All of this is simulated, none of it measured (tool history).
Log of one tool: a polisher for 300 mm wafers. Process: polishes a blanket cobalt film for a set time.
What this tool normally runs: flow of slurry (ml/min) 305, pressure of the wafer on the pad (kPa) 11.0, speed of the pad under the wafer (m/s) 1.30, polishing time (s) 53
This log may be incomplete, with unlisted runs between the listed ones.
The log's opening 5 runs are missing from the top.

run	hour	flow of slurry (ml/min)	pressure of the wafer on the pad (kPa)	speed of the pad under the wafer (m/s)	polishing time (s)	wafers since the last listed run	wafers polished on this pad	hours since the slurry nozzle was cleaned	hours since the head pressure was calibrated	incoming thickness of the incoming film, nm	film removed (Å)
6	261.8	305	11.0	1.30	53	525	6217	793.9	83.1	1290.9	2574
# hour 323.2: slurry nozzle cleaned
7	325.1	305	11.0	1.30	53	733	6950	1.9	146.4	1268.4	2547
# hour 370.5: worn pad replaced by a new one
8	384.7	305	11.0	1.30	53	654	166	61.5	206.0	1272.0	2541
9	458.8	305	11.0	1.30	53	872	1039	135.6	280.1	1253.1	2533
10	495.3	305	11.0	1.30	53	429	1468	172.1	316.6	1263.4	2540
11	534.7	305	11.0	1.30	53	463	1932	211.5	356.0	1263.7	2564
12	615.0	305	11.0	1.30	53	945	2877	291.8	436.3	1290.1	2552
13	693.4	305	11.0	1.30	53	922	3800	370.2	514.7	1266.4	2577
14	797.1	305	11.0	1.30	53	1220	5021	473.9	618.4	1280.1	2564
15	870.9	305	6.9	1.72	63	868	5890	547.7	692.2	1282.2	2515
16	912.2	305	11.0	1.30	69	486	6376	589.0	733.5	1248.4	3309
17	1018.8	360	11.0	1.30	39	1254	7631	695.6	840.1	1267.8	1902
# hour 1061.8: slurry nozzle cleaned
# hour 1077.4: worn pad replaced by a new one
18	1077.9	305	11.0	1.52	53	636	5	16.1	899.2	1275.2	3012
# hour 1139.0: head pressure recalibrated
19	1168.1	305	11.0	1.56	59	1038	1043	106.3	29.1	1285.4	3392

Estimate the outcome of run 20 from the log above:
20	1243.3	335	11.0	1.30	53	885	1929	181.5	104.3	1254.4	?

Run 20 came out at film removed (Å) 2592.
The same run, on a tool lacking any hidden state, would have yielded film removed (Å) 2592.
